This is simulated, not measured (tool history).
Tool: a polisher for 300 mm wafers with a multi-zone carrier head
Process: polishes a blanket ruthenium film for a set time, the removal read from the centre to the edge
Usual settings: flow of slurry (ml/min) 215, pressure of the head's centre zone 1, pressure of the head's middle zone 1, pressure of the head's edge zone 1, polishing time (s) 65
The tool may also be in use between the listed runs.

| run | hour | flow of slurry (ml/min) | pressure of the head's centre zone | pressure of the head's middle zone | pressure of the head's edge zone | polishing time (s) | incoming thickness of the incoming film, nm | film removed at the wafer's centre (nm) | film removed at mid-radius (nm) | film removed at the wafer's edge (nm) |
|---|---|---|---|---|---|---|---|---|---|---|
| 1 | 0 | 215 | 1 | 1 | 1 | 65 | 235.9 | 78.2 | 70.5 | 71 |
|  | 38.4 | worn pad replaced by a new one |
| 2 | 52.2 | 215 | 1 | 1 | 1 | 65 | 240.3 | 79.6 | 70.4 | 70.5 |
| 3 | 62 | 215 | 1 | 1 | 1 | 65 | 237.7 | 79.7 | 71 | 71.2 |
| 4 | 76.4 | 215 | 1 | 1 | 1 | 65 | 238.5 | 79.4 | 71 | 70.7 |
| 5 | 86.8 | 185 | 1 | 1 | 1 | 65 | 239.1 | 76.5 | 68.3 | 68.9 |
|  | 123.2 | worn pad replaced by a new one |
|  | 126.1 | edge zone pressure recalibrated |
| 6 | 128.6 | 185 | 1 | 1 | 1 | 65 | 238.6 | 75.9 | 69.2 | 68.5 |
| 7 | 135.4 | 185 | 1 | 1 | 1 | 65 | 241.6 | 77.4 | 68.7 | 68.8 |
| 8 | 146.9 | 215 | 0.91 | 1 | 1 | 65 | 242.6 | 71.9 | 70.7 | 71.4 |
| 9 | 162.6 | 215 | 1 | 1 | 1 | 65 | 239.6 | 78.6 | 70.5 | 70 |
| 10 | 172.9 | 215 | 1 | 1 | 1 | 65 | 239.3 | 78.1 | 71.5 | 70.5 |
| 11 | 183.1 | 185 | 1.06 | 1 | 1.12 | 65 | 237.6 | 81.2 | 68.6 | 72.5 |
| 12 | 199 | 165 | 1 | 0.89 | 1 | 65 | 242 | 74.8 | 61.9 | 67.9 |
|  | 208.8 | slurry nozzle cleaned |
|  | 217.7 | centre zone pressure recalibrated |
|  | 226.5 | worn pad replaced by a new one |
| 13 | 249.7 | 215 | 1 | 0.9 | 1 | 65 | 236.5 | 73.2 | 65.1 | 71 |
| 14 | 267.1 | 185 | 1.06 | 1 | 1.12 | 65 | 240.7 | 73.5 | 68.6 | 72.8 |
|  | 276.6 | carrier head's membrane replaced by a new one |
| 15 | 284.8 | 215 | 1 | 1 | 1 | 65 | 239.9 | 72.2 | 70.4 | 69.7 |
| 16 | 298.2 | 215 | 1 | 1 | 1 | 65 | 240.5 | 71.7 | 70.2 | 69.9 |
|  | 333.8 | worn pad replaced by a new one |
| 17 | 340.9 | 260 | 1 | 1 | 0.92 | 65 | 239.2 | 77 | 72.9 | 69.7 |
| 18 | 355.6 | 215 | 1.1 | 1 | 1 | 65 | 239.8 | 81.5 | 71.1 | 70.5 |
| 19 | 375.3 | 255 | 1.09 | 1.06 | 1 | 43 | 243.1 | 55.8 | 50.2 | 47.1 |
| 20 | 388.7 | 190 | 0.92 | 1 | 1.11 | 65 | 243.4 | 67.7 | 69.4 | 72.5 |
| 21 | 397.2 | 165 | 0.92 | 0.93 | 0.89 | 65 | 242.6 | 66.9 | 63.3 | 64.6 |
| 22 | 406.9 | 215 | 1 | 1 | 1 | 65 | 237.5 | 75.4 | 70.7 | 70.3 |
| 23 | 415.3 | 215 | 0.96 | 1 | 0.94 | 65 | 236 | 73.5 | 71.2 | 68.3 |

3 ways to go on from here, each from the tool as it stands after run 23. What would each give?
| A | 415.7 | 215 | 1 | 1 | 1 | 65 | 241.3 | ? | ? | ? |
| B | 415.7 | 240 | 1.1 | 1 | 0.9 | 73 | 241.3 | ? | ? | ? |
| C | 415.7 | 215 | 0.92 | 0.96 | 1 | 65 | 241.3 | ? | ? | ? |

| run | film removed at the wafer's centre (nm) | film removed at mid-radius (nm) | film removed at the wafer's edge (nm) |
|---|---|---|---|
| A | 76.5 | 71.7 | 69.9 |
| B | 96.1 | 81.8 | 75.6 |
| C | 70.3 | 69.5 | 70 |
Without the tool's hidden state the same runs would have given:
| run | film removed at the wafer's centre (nm) | film removed at mid-radius (nm) | film removed at the wafer's edge (nm) |
|---|---|---|---|
| A | 72.4 | 71.7 | 69.9 |
| B | 91.1 | 81.8 | 75.6 |
| C | 66.6 | 69.5 | 70 |
